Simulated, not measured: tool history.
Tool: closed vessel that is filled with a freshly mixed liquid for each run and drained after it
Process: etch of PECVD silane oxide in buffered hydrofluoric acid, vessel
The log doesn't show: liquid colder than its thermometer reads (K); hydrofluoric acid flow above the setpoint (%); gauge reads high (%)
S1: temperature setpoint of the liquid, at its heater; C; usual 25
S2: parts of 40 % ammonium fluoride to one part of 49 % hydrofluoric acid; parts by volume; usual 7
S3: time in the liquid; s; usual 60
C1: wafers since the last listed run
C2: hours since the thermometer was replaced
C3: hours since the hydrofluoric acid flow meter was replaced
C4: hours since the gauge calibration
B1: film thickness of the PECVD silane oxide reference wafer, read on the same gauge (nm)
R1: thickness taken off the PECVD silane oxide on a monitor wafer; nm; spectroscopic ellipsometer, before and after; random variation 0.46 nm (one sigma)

run 1 hour=0 | S1=25 S2=7 S3=60 | C1=0 C2=2010.2 C3=1409.4 C4=77.3 | B1=140.04 | R1=224.64
run 2 hour=7 | S1=25 S2=7 S3=60 | C1=752 C2=2017.2 C3=1416.4 C4=84.3 | B1=140.02 | R1=225.03
run 3 hour=19.4 | S1=25 S2=7 S3=60 | C1=1332 C2=2029.6 C3=1428.8 C4=96.7 | B1=139.99 | R1=224.89
run 4 hour=36.9 | S1=25 S2=7 S3=80 | C1=1880 C2=2047.1 C3=1446.3 C4=114.2 | B1=140.04 | R1=299.21
run 5 hour=53 | S1=25 S2=7 S3=60 | C1=1730 C2=2063.2 C3=1462.4 C4=130.3 | B1=139.99 | R1=224.48
run 6 hour=67.8 | S1=25 S2=7 S3=60 | C1=1590 C2=2078 C3=1477.2 C4=145.1 | B1=139.96 | R1=224.78
run 7 hour=85.2 | S1=25 S2=7 S3=60 | C1=1869 C2=2095.4 C3=1494.6 C4=162.5 | B1=140.01 | R1=223.8
-- hour=93.8 thermometer replaced
run 8 hour=103 | S1=27.5 S2=5.5 S3=30 | C1=1805 C2=9.2 C3=1512.4 C4=180.3 | B1=139.97 | R1=174.08
-- hour=105.4 hydrofluoric acid flow meter replaced
run 9 hour=111.8 | S1=22.5 S2=7 S3=60 | C1=838 C2=18 C3=6.4 C4=189.1 | B1=139.94 | R1=193.07
-- hour=113.8 gauge calibrated
run 10 hour=125.7 | S1=25 S2=7 S3=60 | C1=1493 C2=31.9 C3=20.3 C4=11.9 | B1=140 | R1=220.57
run 11 hour=141.3 | S1=20.5 S2=7 S3=90 | C1=1676 C2=47.5 C3=35.9 C4=27.5 | B1=139.99 | R1=260.21
run 12 hour=151 | S1=25 S2=7 S3=60 | C1=1042 C2=57.2 C3=45.6 C4=37.2 | B1=139.99 | R1=221.79
run 13 hour=160.6 | S1=25 S2=5 S3=50 | C1=1031 C2=66.8 C3=55.2 C4=46.8 | B1=139.99 | R1=246.16
run 14 hour=174.8 | S1=25 S2=5.5 S3=30 | C1=1526 C2=81 C3=69.4 C4=61 | B1=140.03 | R1=136.74

What the log doesn't show, run by run:
gauge reads high (%): 0 in every run
H1: liquid colder than its thermometer reads (K)
H2: hydrofluoric acid flow above the setpoint (%)
run=1 H1=2.21 H2=13.4
run=2 H1=2.22 H2=13.4
run=3 H1=2.23 H2=13.5
run=4 H1=2.25 H2=13.7
run=5 H1=2.26 H2=13.8
run=6 H1=2.28 H2=13.9
run=7 H1=2.29 H2=14.1
run=8 H1=0.504 H2=14.2
run=9 H1=0.513 H2=0.369
run=10 H1=0.527 H2=0.488
run=11 H1=0.542 H2=0.622
run=12 H1=0.552 H2=0.705
run=13 H1=0.562 H2=0.787
run=14 H1=0.576 H2=0.908

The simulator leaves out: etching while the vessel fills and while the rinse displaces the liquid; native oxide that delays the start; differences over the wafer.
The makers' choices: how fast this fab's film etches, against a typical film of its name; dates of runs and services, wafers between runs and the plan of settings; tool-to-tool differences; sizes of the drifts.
